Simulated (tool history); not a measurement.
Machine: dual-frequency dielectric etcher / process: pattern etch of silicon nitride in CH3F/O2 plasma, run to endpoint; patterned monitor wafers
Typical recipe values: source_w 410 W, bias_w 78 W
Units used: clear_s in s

| run | hour | source_w | bias_w | incoming incoming film thickness, nm | clear_s |
|---|---|---|---|---|---|
| 1 | 0 | 410 | 78 | 105.7 | 105.2 |
| 2 | 8.7 | 410 | 78 | 105.8 | 104.7 |
| 3 | 19.4 | 410 | 66 | 106.5 | 115 |
| 4 | 27.6 | 410 | 78 | 106.3 | 105.8 |
| 5 | 34.7 | 410 | 78 | 104.7 | 104.3 |
| 6 | 48.6 | 410 | 78 | 104.1 | 104.7 |
| 7 | 56.4 | 410 | 63 | 105.3 | 118.4 |
| 8 | 93.2 | 410 | 63 | 105.7 | 120 |
| 9 | 103.8 | 410 | 63 | 106.9 | 122.6 |
| 10 | 117.3 | 410 | 78 | 105.6 | 106.8 |
| 11 | 134.7 | 410 | 78 | 106.3 | 107.5 |
| 12 | 144.8 | 410 | 78 | 105.9 | 106.7 |
|  | 173.7 | upper electrode replaced |
| 13 | 193.1 | 410 | 72 | 105.5 | 113 |
| 14 | 206.8 | 410 | 72 | 106.5 | 112.5 |
| 15 | 217.5 | 410 | 72 | 106.7 | 114.1 |
|  | 245.6 | source power generator calibrated |
|  | 255.4 | wet clean of the chamber |
| 16 | 255.9 | 410 | 72 | 105 | 107.4 |
| 17 | 256.3 | 410 | 95 | 106.5 | 94 |
| 18 | 256.6 | 340 | 78 | 106 | 112.4 |
| 19 | 262.1 | 410 | 78 | 104.9 | 103.1 |
| 20 | 272.2 | 380 | 67 | 104.9 | 116.3 |
| 21 | 278.8 | 340 | 72 | 105.2 | 117.3 |
| 22 | 295.4 | 470 | 78 | 104.4 | 97.7 |
|  | 305.3 | bias power generator calibrated |
| 23 | 305.8 | 410 | 78 | 105.7 | 105 |
| 24 | 314.5 | 410 | 91 | 106.3 | 95.3 |
| 25 | 329.6 | 350 | 88 | 106.3 | 104 |
| 26 | 341.6 | 500 | 94 | 104.5 | 86.7 |
| 27 | 353.3 | 440 | 86 | 106.2 | 97.4 |
| 28 | 364.2 | 480 | 63 | 106.5 | 113.6 |
| 29 | 377.7 | 380 | 85 | 104.3 | 100.8 |
| 30 | 389.5 | 480 | 63 | 104.6 | 111 |

Below are 5 alternative next runs, each starting from the tool's condition after run 30. Predict each:
| A | 390 | 410 | 78 | 106.1 | ? |
| B | 390 | 320 | 72 | 106.1 | ? |
| C | 390 | 310 | 69 | 106.1 | ? |
| D | 390 | 320 | 87 | 106.1 | ? |
| E | 390 | 460 | 78 | 106.1 | ? |

| run | clear_s |
|---|---|
| A | 105.6 |
| B | 121.3 |
| C | 125.9 |
| D | 108.7 |
| E | 101.2 |
Take away the tool's hidden state, keep each run's random variation, and the runs would have read:
| run | clear_s |
|---|---|
| A | 103.8 |
| B | 119.3 |
| C | 123.8 |
| D | 106.9 |
| E | 99.5 |
